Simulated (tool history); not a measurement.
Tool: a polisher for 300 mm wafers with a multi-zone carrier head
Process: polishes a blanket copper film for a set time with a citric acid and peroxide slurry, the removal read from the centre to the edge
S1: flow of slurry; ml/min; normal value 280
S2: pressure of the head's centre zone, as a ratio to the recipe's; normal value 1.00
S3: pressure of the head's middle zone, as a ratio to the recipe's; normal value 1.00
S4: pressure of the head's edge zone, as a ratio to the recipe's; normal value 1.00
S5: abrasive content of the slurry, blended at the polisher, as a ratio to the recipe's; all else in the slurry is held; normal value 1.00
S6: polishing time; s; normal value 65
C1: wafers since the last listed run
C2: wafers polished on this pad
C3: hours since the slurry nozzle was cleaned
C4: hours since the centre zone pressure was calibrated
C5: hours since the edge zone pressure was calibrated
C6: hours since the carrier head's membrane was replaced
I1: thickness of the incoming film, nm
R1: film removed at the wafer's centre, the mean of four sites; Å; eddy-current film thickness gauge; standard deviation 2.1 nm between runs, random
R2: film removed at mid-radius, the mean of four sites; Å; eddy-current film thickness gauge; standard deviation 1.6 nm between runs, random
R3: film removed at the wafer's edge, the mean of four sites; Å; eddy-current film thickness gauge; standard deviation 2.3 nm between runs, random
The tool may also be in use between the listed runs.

| run | day | S1 | S2 | S3 | S4 | S5 | S6 | C1 | C2 | C3 | C4 | C5 | C6 | I1 | R1 | R2 | R3 |
|---|---|---|---|---|---|---|---|---|---|---|---|---|---|---|---|---|---|
| 1 | 0.000 | 280 | 1.00 | 1.00 | 1.00 | 1.20 | 65 | 0 | 290 | 162.5 | 130.9 | 151.0 | 1437.3 | 503.0 | 1914 | 1794 | 1783 |
| 2 | 3.879 | 225 | 1.00 | 1.00 | 1.10 | 0.80 | 65 | 622 | 912 | 255.6 | 224.0 | 244.1 | 1530.4 | 510.0 | 1730 | 1621 | 1663 |
|  | 4.871 | carrier head's membrane replaced by a new one |
| 3 | 5.029 | 280 | 1.00 | 1.00 | 1.00 | 1.00 | 65 | 151 | 1063 | 283.2 | 251.6 | 271.7 | 3.8 | 511.2 | 1846 | 1717 | 1677 |
|  | 5.850 | worn pad replaced by a new one |
| 4 | 5.871 | 280 | 1.00 | 1.00 | 1.00 | 1.00 | 65 | 108 | 3 | 303.4 | 271.8 | 291.9 | 24.0 | 513.1 | 1823 | 1681 | 1673 |
| 5 | 6.862 | 280 | 1.00 | 1.04 | 1.07 | 1.00 | 72 | 159 | 162 | 327.2 | 295.6 | 315.7 | 47.8 | 507.3 | 2042 | 1872 | 1935 |
|  | 7.217 | slurry nozzle cleaned |
| 6 | 7.529 | 280 | 0.90 | 1.00 | 1.00 | 1.00 | 65 | 100 | 262 | 7.5 | 311.6 | 331.7 | 63.8 | 519.5 | 1774 | 1789 | 1782 |
| 7 | 8.450 | 280 | 1.00 | 1.00 | 1.00 | 1.00 | 65 | 147 | 410 | 29.6 | 333.7 | 353.8 | 85.9 | 509.1 | 1979 | 1751 | 1741 |
| 8 | 9.212 | 280 | 1.00 | 1.00 | 1.00 | 1.00 | 65 | 122 | 532 | 47.9 | 352.0 | 372.1 | 104.2 | 506.5 | 1957 | 1794 | 1794 |
| 9 | 10.567 | 280 | 1.10 | 0.96 | 1.00 | 1.00 | 65 | 217 | 750 | 80.4 | 384.5 | 404.6 | 136.7 | 513.5 | 2155 | 1701 | 1762 |
| 10 | 11.662 | 240 | 1.00 | 1.00 | 1.00 | 1.00 | 57 | 175 | 925 | 106.7 | 410.8 | 430.9 | 163.0 | 502.8 | 1663 | 1518 | 1495 |
| 11 | 12.971 | 280 | 1.00 | 1.00 | 1.00 | 1.20 | 65 | 209 | 1135 | 138.1 | 442.2 | 462.3 | 194.4 | 515.1 | 2034 | 1810 | 1775 |
|  | 13.658 | centre zone pressure recalibrated |
|  | 14.088 | worn pad replaced by a new one |
| 12 | 14.108 | 320 | 0.94 | 1.00 | 1.07 | 1.25 | 65 | 142 | 3 | 165.4 | 10.8 | 489.6 | 221.7 | 510.6 | 1732 | 1846 | 1871 |
|  | 14.200 | edge zone pressure recalibrated |
| 13 | 15.408 | 280 | 1.00 | 1.00 | 1.00 | 1.00 | 65 | 195 | 198 | 196.6 | 42.0 | 29.0 | 252.9 | 507.5 | 1778 | 1762 | 1724 |
| 14 | 16.825 | 280 | 1.00 | 1.00 | 1.00 | 0.75 | 65 | 227 | 425 | 230.6 | 76.0 | 63.0 | 286.9 | 500.1 | 1701 | 1693 | 1691 |

Expected results for the next run?
| 15 | 17.975 | 280 | 1.00 | 1.00 | 1.00 | 1.00 | 65 | 184 | 609 | 258.2 | 103.6 | 90.6 | 314.5 | 505.0 | ? | ? | ? |

R1: 1813 Å
R2: 1731 Å
R3: 1708 Å
On a tool with no hidden condition, and with the same random variation, this run would have come out at R1 1782 Å, R2 1791 Å, R3 1753 Å.
